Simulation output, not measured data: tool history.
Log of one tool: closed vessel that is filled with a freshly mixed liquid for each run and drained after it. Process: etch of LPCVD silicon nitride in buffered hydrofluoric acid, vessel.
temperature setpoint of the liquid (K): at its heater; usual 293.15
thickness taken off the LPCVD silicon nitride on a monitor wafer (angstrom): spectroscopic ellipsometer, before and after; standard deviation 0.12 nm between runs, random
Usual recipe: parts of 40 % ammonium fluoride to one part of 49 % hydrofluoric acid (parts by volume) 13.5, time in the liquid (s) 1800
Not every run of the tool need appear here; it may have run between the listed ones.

run	day	temperature setpoint of the liquid (K)	parts of 40 % ammonium fluoride to one part of 49 % hydrofluoric acid (parts by volume)	time in the liquid (s)	wafers since the last listed run	hours since the thermometer was replaced	hours since the hydrofluoric acid flow meter was replaced	hours since the gauge calibration	read-back film thickness of the LPCVD silicon nitride reference wafer, read on the same gauge (nm)	thickness taken off the LPCVD silicon nitride on a monitor wafer (angstrom)
1	0	293.15	13.5	1800	0	994.2	644.7	2792.3	119.99	137.7
2	4.454	293.15	13.5	1800	2905	1101.1	751.6	2899.2	119.99	137.8
3	8.783	293.15	13.5	1800	2824	1205	855.5	3003.1	120.01	137.4
4	11.312	293.15	13.5	1800	1649	1265.7	916.2	3063.8	120.01	137.7
5	14.088	293.15	13.5	1800	1810	1332.3	982.8	3130.4	120	135.2
# day 14.692: gauge calibrated
6	16.15	293.15	13.5	1800	1345	1381.8	1032.3	35	119.99	140
# day 16.612: thermometer replaced
7	17.675	293.15	13.5	1800	967	25.5	1068.9	71.6	120.01	139.2
8	21.579	293.15	13.5	1800	2546	119.2	1162.6	165.3	120	139.2
9	24.538	293.15	10.5	1800	1929	190.2	1233.6	236.3	120.01	178.8
10	27.404	293.15	10.5	1800	1870	259	1302.4	305.1	120.01	177.8
11	29.7	293.15	13.5	1800	1497	314.1	1357.5	360.2	119.98	140.2
# day 33.504: hydrofluoric acid flow meter replaced
12	33.888	296.15	13.5	2550	2704	414.6	9.2	460.7	119.99	224.6
13	36.3	293.15	9.5	2730	1573	472.5	67.1	518.6	119.97	280.1
14	39.438	297.65	9.5	1420	2046	547.8	142.4	593.9	120.01	187.3
15	42.008	293.15	17.5	1800	1677	609.5	204.1	655.6	119.98	103.7
16	43.683	290.15	11.5	1800	1092	649.7	244.3	695.8	120	133.7
17	46.779	293.15	13.5	1800	2019	724	318.6	770.1	119.98	135
18	49.454	291.65	9	2170	1745	788.2	382.8	834.3	120	220.9
19	53.783	293.15	15.5	1800	2824	892.1	486.7	938.2	119.99	119.7
20	57.088	293.15	13.5	1800	2155	971.4	566	1017.5	119.97	139.8
21	61.404	293.15	13.5	1100	2815	1075	669.6	1121.1	119.97	84.7
22	65.179	295.65	8	1800	2462	1165.6	760.2	1211.7	120.01	258.5
23	68.904	290.15	11	805	2430	1255	849.6	1301.1	119.98	64.8
# day 70.242: thermometer replaced
24	72.625	293.15	13.5	1800	2400	57.2	938.9	1390.4	120.02	141.6
25	74.35	290.15	15	2755	1125	98.6	980.3	1431.8	120	164.6
26	77.262	293.15	15.5	1305	1899	168.5	1050.2	1501.7	120.02	88
27	79.338	297.65	13.5	1325	1353	218.3	1100	1551.5	120	131.8
28	80.908	293.15	9.5	2730	1024	256	1137.7	1589.2	119.98	288.7
# day 81.996: hydrofluoric acid flow meter replaced
29	83.804	293.15	13.5	1800	1861	325.5	43.4	1658.7	120.01	135.9
30	86.471	297.15	10	1800	1739	389.5	107.4	1722.7	119.99	222.6
31	90.504	294.65	9.5	2745	2631	486.3	204.2	1819.5	120	310.5
32	101.892	290.15	13.5	1800	7428	759.6	477.5	2092.8	120	115.8

A few steps of thickness taken off the LPCVD silicon nitride on a monitor wafer (angstrom) between consecutive runs. Split each: what settings, incoming material and random variation would produce without the hidden state, and what is left over for the hidden state, along with gauge scatter present in only one of the two compared results (measured, and without hidden state):
Hidden conditions of the tool in this case: liquid hotter than its thermometer reads (K); hydrofluoric acid flow above the setpoint (%); gauge reads high (%).
Run 21 -> 22: temperature setpoint of the liquid (K) 293.15 -> 295.65, parts of 40 % ammonium fluoride to one part of 49 % hydrofluoric acid (parts by volume) 13.5 -> 8, time in the liquid (s) 1100 -> 1800. thickness taken off the LPCVD silicon nitride on a monitor wafer (angstrom) +173.8: hidden state +8.2, all else +165.6.
Run 22 -> 23: temperature setpoint of the liquid (K) 295.65 -> 290.15, parts of 40 % ammonium fluoride to one part of 49 % hydrofluoric acid (parts by volume) 8 -> 11, time in the liquid (s) 1800 -> 805. thickness taken off the LPCVD silicon nitride on a monitor wafer (angstrom) -193.7: hidden state -8.6, all else -185.1.
Run 28 -> 29: parts of 40 % ammonium fluoride to one part of 49 % hydrofluoric acid (parts by volume) 9.5 -> 13.5, time in the liquid (s) 2730 -> 1800, hydrofluoric acid flow meter replaced. thickness taken off the LPCVD silicon nitride on a monitor wafer (angstrom) -152.8: hidden state -8.7, all else -144.1.
Run 31 -> 32: temperature setpoint of the liquid (K) 294.65 -> 290.15, parts of 40 % ammonium fluoride to one part of 49 % hydrofluoric acid (parts by volume) 9.5 -> 13.5, time in the liquid (s) 2745 -> 1800. thickness taken off the LPCVD silicon nitride on a monitor wafer (angstrom) -194.7: hidden state -0.2, all else -194.5.
